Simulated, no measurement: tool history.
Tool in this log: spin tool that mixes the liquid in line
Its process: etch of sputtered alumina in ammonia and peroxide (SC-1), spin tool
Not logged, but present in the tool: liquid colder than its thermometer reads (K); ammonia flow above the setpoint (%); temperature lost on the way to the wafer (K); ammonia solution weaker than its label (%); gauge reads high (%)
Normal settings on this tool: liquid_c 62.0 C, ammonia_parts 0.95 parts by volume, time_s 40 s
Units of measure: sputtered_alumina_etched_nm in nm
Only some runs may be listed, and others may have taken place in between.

run	hour	liquid_c	ammonia_parts	time_s	wafers since the last listed run	hours since the thermometer was replaced	hours since the ammonia flow meter was replaced	hours since the heated supply line was repaired	hours since the drum of ammonia solution was connected	hours since the gauge calibration	read-back film thickness of the sputtered alumina reference wafer, read on the same gauge (nm)	sputtered_alumina_etched_nm
1	0.0	62.0	0.95	40	0	213.9	1110.9	2647.9	198.3	942.8	50.00	4.26
2	94.9	62.0	0.95	40	1387	308.8	1205.8	2742.8	293.2	1037.7	50.02	4.34
3	173.2	62.0	0.95	40	1144	387.1	1284.1	2821.1	371.5	1116.0	49.99	4.29
4	214.3	62.0	0.95	40	600	428.2	1325.2	2862.2	412.6	1157.1	50.00	4.30
# hour 390.8: ammonia flow meter replaced
5	403.0	62.0	0.60	55	2743	616.9	12.2	3050.9	601.3	1345.8	50.02	5.64
# hour 413.4: new drum of ammonia solution connected
6	448.6	55.5	0.80	35	651	662.5	57.8	3096.5	35.2	1391.4	50.01	2.65
7	503.5	69.0	1.20	40	802	717.4	112.7	3151.4	90.1	1446.3	50.00	6.16
8	592.3	67.5	0.70	25	1298	806.2	201.5	3240.2	178.9	1535.1	50.01	3.41
9	658.3	62.0	0.65	40	964	872.2	267.5	3306.2	244.9	1601.1	50.00	4.11
10	756.9	70.0	0.50	40	1441	970.8	366.1	3404.8	343.5	1699.7	49.97	5.93
11	820.4	69.5	0.50	55	928	1034.3	429.6	3468.3	407.0	1763.2	49.99	7.92
12	877.9	62.0	0.95	40	840	1091.8	487.1	3525.8	464.5	1820.7	49.98	4.26
# hour 951.1: gauge calibrated
13	978.6	62.0	0.95	40	1471	1192.5	587.8	3626.5	565.2	27.5	50.01	4.21
14	1067.7	59.5	0.95	40	1302	1281.6	676.9	3715.6	654.3	116.6	50.01	3.62
15	1109.2	70.0	0.95	50	606	1323.1	718.4	3757.1	695.8	158.1	50.03	7.84
# hour 1113.7: thermometer replaced
# hour 1117.6: new drum of ammonia solution connected
# hour 1155.2: heated supply line repaired
16	1272.8	59.0	1.20	30	2347	159.1	882.0	117.6	155.2	321.7	49.99	2.99
17	1352.9	66.0	0.75	55	1170	239.2	962.1	197.7	235.3	401.8	50.03	7.49
18	1415.0	62.0	0.95	40	907	301.3	1024.2	259.8	297.4	463.9	50.00	4.55
19	1475.7	62.0	0.95	40	887	362.0	1084.9	320.5	358.1	524.6	49.99	4.59
20	1566.3	62.0	0.95	55	1324	452.6	1175.5	411.1	448.7	615.2	50.01	6.24
21	1641.4	67.5	1.20	40	1097	527.7	1250.6	486.2	523.8	690.3	49.98	6.09
# hour 1671.2: new drum of ammonia solution connected
22	1724.1	56.5	0.70	40	1194	610.4	1333.3	568.9	52.9	773.0	50.02	3.35
23	1811.5	69.5	0.70	60	1277	697.8	1420.7	656.3	140.3	860.4	49.98	9.49
24	1874.1	62.0	0.70	40	915	760.4	1483.3	718.9	202.9	923.0	49.99	4.36
# hour 1916.7: ammonia flow meter replaced
25	1973.4	59.0	1.20	25	1436	859.7	56.7	818.2	302.2	1022.3	50.01	2.43

Here are 3 independent what-if runs from the current tool condition. What would each one return?
A	1973.8	70.0	0.95	40	5	860.1	57.1	818.6	302.6	1022.7	?	?
B	1973.8	59.0	0.60	55	5	860.1	57.1	818.6	302.6	1022.7	?	?
C	1973.8	62.0	0.60	20	5	860.1	57.1	818.6	302.6	1022.7	?	?

run	read-back film thickness of the sputtered alumina reference wafer, read on the same gauge (nm)	sputtered_alumina_etched_nm
A	50.02	6.62
B	50.02	5.03
C	50.02	2.13
Without the tool's unlogged condition, the same runs would have read:
run	sputtered_alumina_etched_nm
A	6.75
B	5.14
C	2.18

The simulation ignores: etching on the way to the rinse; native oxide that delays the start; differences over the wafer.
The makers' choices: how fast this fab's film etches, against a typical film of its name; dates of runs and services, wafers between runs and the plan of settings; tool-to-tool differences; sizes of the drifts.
